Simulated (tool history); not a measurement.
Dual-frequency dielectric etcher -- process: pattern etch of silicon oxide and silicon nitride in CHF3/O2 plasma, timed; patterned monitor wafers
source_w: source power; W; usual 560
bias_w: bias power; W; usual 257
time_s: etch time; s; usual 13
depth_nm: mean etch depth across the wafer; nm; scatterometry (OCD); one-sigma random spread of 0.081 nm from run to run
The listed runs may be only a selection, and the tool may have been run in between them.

| run | day | source_w | bias_w | time_s | wafers since the last listed run | hours since the last wet clean | hours since the last source power generator calibration | hours since the last bias power generator calibration | hours since the last upper electrode change | hours since the gauge calibration | read-back reference wafer on the same gauge, depth_nm | depth_nm |
|---|---|---|---|---|---|---|---|---|---|---|---|---|
| 1 | 0 | 560 | 225 | 14 | 0 | 12.9 | 2915 | 2116.9 | 4028.4 | 2688.8 | 21.4 | 21.4 |
| 2 | 2.233 | 560 | 225 | 14 | 1063 | 66.5 | 2968.6 | 2170.5 | 4082 | 2742.4 | 21.41 | 21.45 |
| 3 | 4.471 | 560 | 225 | 14 | 1065 | 120.2 | 3022.3 | 2224.2 | 4135.7 | 2796.1 | 21.4 | 21.36 |
| 4 | 8.812 | 560 | 257 | 13 | 2068 | 224.4 | 3126.5 | 2328.4 | 4239.9 | 2900.3 | 21.4 | 20.3 |
| 5 | 10.438 | 560 | 257 | 13 | 774 | 263.4 | 3165.5 | 2367.4 | 4278.9 | 2939.3 | 21.42 | 20.2 |
|  | 11.45 | gauge calibrated |
|  | 13.517 | bias power generator calibrated |
| 6 | 14.654 | 600 | 236 | 13 | 1929 | 364.6 | 3266.7 | 27.3 | 4380.1 | 76.9 | 21.41 | 20.54 |
|  | 17.325 | upper electrode replaced, of another model than before |
| 7 | 19.471 | 600 | 236 | 13 | 1818 | 480.2 | 3382.3 | 142.9 | 51.5 | 192.5 | 21.4 | 20.23 |
| 8 | 21.971 | 600 | 236 | 13 | 1191 | 540.2 | 3442.3 | 202.9 | 111.5 | 252.5 | 21.39 | 20.09 |
|  | 23.971 | wet clean of the chamber |
| 9 | 25.129 | 560 | 194 | 13 | 1028 | 27.8 | 3518.1 | 278.7 | 187.3 | 328.3 | 21.39 | 18.43 |
| 10 | 29.283 | 560 | 298 | 13 | 1979 | 127.5 | 3617.8 | 378.4 | 287 | 428 | 21.38 | 21.46 |
| 11 | 31.7 | 480 | 290 | 17 | 1151 | 185.5 | 3675.8 | 436.4 | 345 | 486 | 21.41 | 27.02 |
| 12 | 36.021 | 690 | 279 | 10.5 | 2058 | 289.2 | 3779.5 | 540.1 | 448.7 | 589.7 | 21.39 | 17.82 |
| 13 | 38.65 | 560 | 302 | 13 | 1252 | 352.3 | 3842.6 | 603.2 | 511.8 | 652.8 | 21.4 | 21.56 |
| 14 | 49.633 | 560 | 257 | 13 | 5232 | 615.9 | 4106.2 | 866.8 | 775.4 | 916.4 | 21.4 | 20.46 |
|  | 52.3 | wet clean of the chamber |
| 15 | 52.683 | 560 | 257 | 13 | 976 | 9.2 | 4179.4 | 940 | 848.6 | 989.6 | 21.4 | 20.48 |
|  | 55.621 | source power generator calibrated |
| 16 | 56.012 | 560 | 257 | 13 | 1506 | 89.1 | 9.4 | 1019.9 | 928.5 | 1069.5 | 21.4 | 20.49 |
| 17 | 59.021 | 560 | 257 | 9.5 | 1433 | 161.3 | 81.6 | 1092.1 | 1000.7 | 1141.7 | 21.4 | 15.01 |
| 18 | 62.796 | 430 | 229 | 16.5 | 1798 | 251.9 | 172.2 | 1182.7 | 1091.3 | 1232.3 | 21.39 | 23.58 |
| 19 | 64.538 | 630 | 224 | 10.5 | 829 | 293.7 | 214 | 1224.5 | 1133.1 | 1274.1 | 21.4 | 16.29 |
| 20 | 68.321 | 450 | 316 | 16.5 | 1802 | 384.5 | 304.8 | 1315.3 | 1223.9 | 1364.9 | 21.4 | 26.78 |
| 21 | 72.542 | 560 | 257 | 15 | 2010 | 485.8 | 406.1 | 1416.6 | 1325.2 | 1466.2 | 21.4 | 23.83 |
| 22 | 75.654 | 450 | 221 | 12 | 1482 | 560.5 | 480.8 | 1491.3 | 1399.9 | 1540.9 | 21.4 | 17.14 |
|  | 78.154 | wet clean of the chamber |
| 23 | 78.175 | 500 | 227 | 14.5 | 724 | 0.5 | 541.3 | 1551.8 | 1460.4 | 1601.4 | 21.39 | 21.5 |
| 24 | 81.158 | 560 | 257 | 16.5 | 1421 | 72.1 | 612.9 | 1623.4 | 1532 | 1673 | 21.41 | 25.98 |
| 25 | 88.946 | 560 | 220 | 13 | 3710 | 259 | 799.8 | 1810.3 | 1718.9 | 1859.9 | 21.4 | 19.48 |
| 26 | 91.025 | 560 | 257 | 13 | 990 | 308.9 | 849.7 | 1860.2 | 1768.8 | 1909.8 | 21.4 | 20.51 |
| 27 | 93.492 | 630 | 206 | 13 | 1175 | 368.1 | 908.9 | 1919.4 | 1828 | 1969 | 21.39 | 19.57 |
| 28 | 96.483 | 560 | 236 | 13 | 1425 | 439.9 | 980.7 | 1991.2 | 1899.8 | 2040.8 | 21.39 | 19.9 |
| 29 | 99.479 | 460 | 257 | 13 | 1427 | 511.8 | 1052.6 | 2063.1 | 1971.7 | 2112.7 | 21.4 | 19.56 |

Pick out some run-to-run changes in depth_nm. Of each, how much would a tool without hidden state show as well, from the settings, what came in and chance, and how much is left for the hidden state and any gauge scatter not in both results compared?
What the log doesn't record here: etch rate over this chamber's usual, %; source power that arrives over what is set, %; bias power that arrives over what is set, %; gauge reads high (%).
Run 6 -> 7: upper electrode replaced, of another model than before. depth_nm -0.31 nm: hidden state +0.16, all else -0.47.
Run 11 -> 12: source_w 480 -> 690, bias_w 290 -> 279, time_s 17 -> 10.5. depth_nm -9.2 nm: hidden state +0.09, all else -9.29.
Run 15 -> 16: source power generator calibrated. depth_nm +0.01 nm: hidden state +0.2, all else -0.19.
Run 19 -> 20: source_w 630 -> 450, bias_w 224 -> 316, time_s 10.5 -> 16.5. depth_nm +10.49 nm: hidden state -0.03, all else +10.52.
